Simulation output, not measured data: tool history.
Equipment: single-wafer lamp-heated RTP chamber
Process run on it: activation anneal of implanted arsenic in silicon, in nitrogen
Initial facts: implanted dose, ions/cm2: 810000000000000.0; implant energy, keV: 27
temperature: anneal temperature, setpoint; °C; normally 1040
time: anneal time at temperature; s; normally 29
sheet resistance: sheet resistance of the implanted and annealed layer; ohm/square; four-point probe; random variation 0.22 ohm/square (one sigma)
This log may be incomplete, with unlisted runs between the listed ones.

run,hour,temperature,time,wafers since the last listed run,wafers since the last pyrometer calibration,wafers since the reflector plate was cleaned,hours since the gauge calibration,"read-back reference wafer on the same gauge, sheet resistance",sheet resistance
1,0.0,1040,29,0,4634,11643,430.8,114.04,126.26
2,9.0,1040,29,84,4719,11727,439.8,114.02,126.22
3,15.1,1040,29,57,4776,11785,445.9,114.02,126.09
4,24.9,1040,29,92,4868,11877,455.7,114.03,126.23
5,39.6,1040,29,138,5007,12015,470.4,114.00,126.01
6,55.6,1040,29,150,5157,12166,486.4,113.99,126.24
7,70.8,1040,17,143,5300,12309,501.6,113.96,129.25
8,115.0,1040,17,416,5716,12725,545.8,114.00,129.11
9,123.5,1040,29,80,5796,12805,554.3,114.01,125.68
10,133.7,1048,22,96,5892,12901,564.5,114.03,127.07
# hour 133.9: gauge calibrated
11,148.8,1048,22,142,6035,13043,14.9,114.00,126.74
12,163.8,1040,22,141,6176,13185,29.9,114.02,127.62
13,178.2,1040,22,135,6311,13320,44.3,114.01,127.64
14,192.1,1030,14,130,6442,13451,58.2,113.98,131.24
15,203.7,1053,29,109,6551,13560,69.8,113.99,123.89
# hour 222.6: reflector plate cleaned
16,223.1,1060,40,107,6659,4,89.2,114.02,120.84
17,226.1,1040,29,28,6687,33,92.2,114.00,125.96
18,239.1,1057,41,122,6809,155,105.2,113.99,120.97
19,255.6,1040,29,155,6965,310,121.7,113.97,125.94
20,268.2,1063,19,118,7083,429,134.3,113.98,125.40
# hour 281.3: pyrometer window cleaned and pyrometer calibrated
21,281.8,1051,35,52,4,482,147.9,114.01,124.64
22,293.0,1040,29,105,110,587,159.1,114.01,127.56
23,300.7,1020,18,72,182,659,166.8,113.99,132.37
24,312.8,1040,29,113,296,773,178.9,113.98,127.44
25,323.3,1014,22,98,395,872,189.4,113.98,132.13
26,334.1,1040,29,101,497,974,200.2,114.00,127.45
27,344.5,1015,21,97,595,1072,210.6,114.02,132.38
28,361.2,1040,29,157,752,1229,227.3,113.99,126.73
29,375.5,1065,29,134,886,1364,241.6,114.02,123.29
30,392.7,1040,15,161,1048,1526,258.8,113.99,131.17
31,401.5,1070,29,82,1131,1608,267.6,114.01,122.84
32,408.4,1060,40,64,1196,1673,274.5,114.03,122.13
33,421.5,1040,29,123,1319,1797,287.6,114.02,127.03
34,431.0,1040,29,89,1409,1886,297.1,114.00,126.62
35,438.2,1061,43,67,1477,1954,304.3,114.01,120.99
36,446.9,1064,13,81,1559,2036,313.0,113.96,128.99

Below, each run's measurement less what the same run would have read without the hidden state. Both values contain the same run-to-run variation, but the gauge's scatter may not be the same in both:
Hidden state present: true wafer temperature minus pyrometer reading, K; wafer temperature error from the tarnished reflector plate, K; gauge reads high (%).
run,sheet resistance
1,-1.45
2,-1.45
3,-1.46
4,-1.47
5,-1.48
6,-1.50
7,-1.34
8,-1.37
9,-1.54
10,-1.52
11,-1.53
12,-1.47
13,-1.48
14,-1.36
15,-1.71
16,-1.89
17,-1.59
18,-1.89
19,-1.60
20,-1.63
21,-0.14
22,-0.19
23,-0.21
24,-0.31
25,-0.33
26,-0.42
27,-0.42
28,-0.54
29,-0.69
30,-0.60
31,-0.83
32,-0.89
33,-0.79
34,-0.82
35,-1.02
36,-0.81
